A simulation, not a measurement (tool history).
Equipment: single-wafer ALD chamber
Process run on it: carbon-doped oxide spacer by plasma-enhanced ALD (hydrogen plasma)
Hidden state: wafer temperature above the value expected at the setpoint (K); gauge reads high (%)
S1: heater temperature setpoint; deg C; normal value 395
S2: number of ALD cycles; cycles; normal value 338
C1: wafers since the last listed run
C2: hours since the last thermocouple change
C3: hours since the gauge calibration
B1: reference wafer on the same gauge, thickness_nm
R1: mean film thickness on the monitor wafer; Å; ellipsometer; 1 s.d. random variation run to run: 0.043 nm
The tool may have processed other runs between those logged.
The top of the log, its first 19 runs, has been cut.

Run 20, hour 1519.1: usual settings but S1 391 deg C; C1 124; C2 1887.3; C3 199.3; B1 14.395. Result: R1 171.87 Å.
Run 21, hour 1610.9: usual settings but S1 391 deg C; C1 123; C2 1979.1; C3 291.1; B1 14.408. Result: R1 172.1 Å.
Run 22, hour 1649.1: usual settings but S1 391 deg C; C1 51; C2 2017.3; C3 329.3; B1 14.403. Result: R1 172.48 Å.
Run 23, hour 1700.5: usual settings but S1 410 deg C; C1 69; C2 2068.7; C3 380.7; B1 14.407. Result: R1 168.2 Å.
Run 24, hour 1754.6: usual settings; C1 72; C2 2122.8; C3 434.8; B1 14.404. Result: R1 171.84 Å.
Run 25, hour 1814.1: usual settings but S2 306 cycles; C1 80; C2 2182.3; C3 494.3; B1 14.405. Result: R1 156.09 Å.
Run 26, hour 1858.2: usual settings but S1 381 deg C; C1 59; C2 2226.4; C3 538.4; B1 14.4. Result: R1 171.37 Å.
Run 27, hour 1956.7: usual settings but S1 406 deg C; C1 132; C2 2324.9; C3 636.9; B1 14.395. Result: R1 170.34 Å.
Run 28, hour 2061: usual settings; C1 140; C2 2429.2; C3 741.2; B1 14.4. Result: R1 172.67 Å.
Run 29, hour 2157.9: usual settings but S1 389 deg C, S2 311 cycles; C1 130; C2 2526.1; C3 838.1; B1 14.404. Result: R1 158.42 Å.

Forecast run 30:
At hour 2185.9: thermocouple changed; heater temperature recalibrated.
Run 30, hour 2229.4: usual settings; C1 85; C2 43.5; C3 909.6; B1 ?. Result: R1 ?.

Run 30 came out at B1 14.385, R1 171.82 Å.
With the hidden condition absent and the run-to-run variation left alone, this run would have shown R1 171.82 Å.
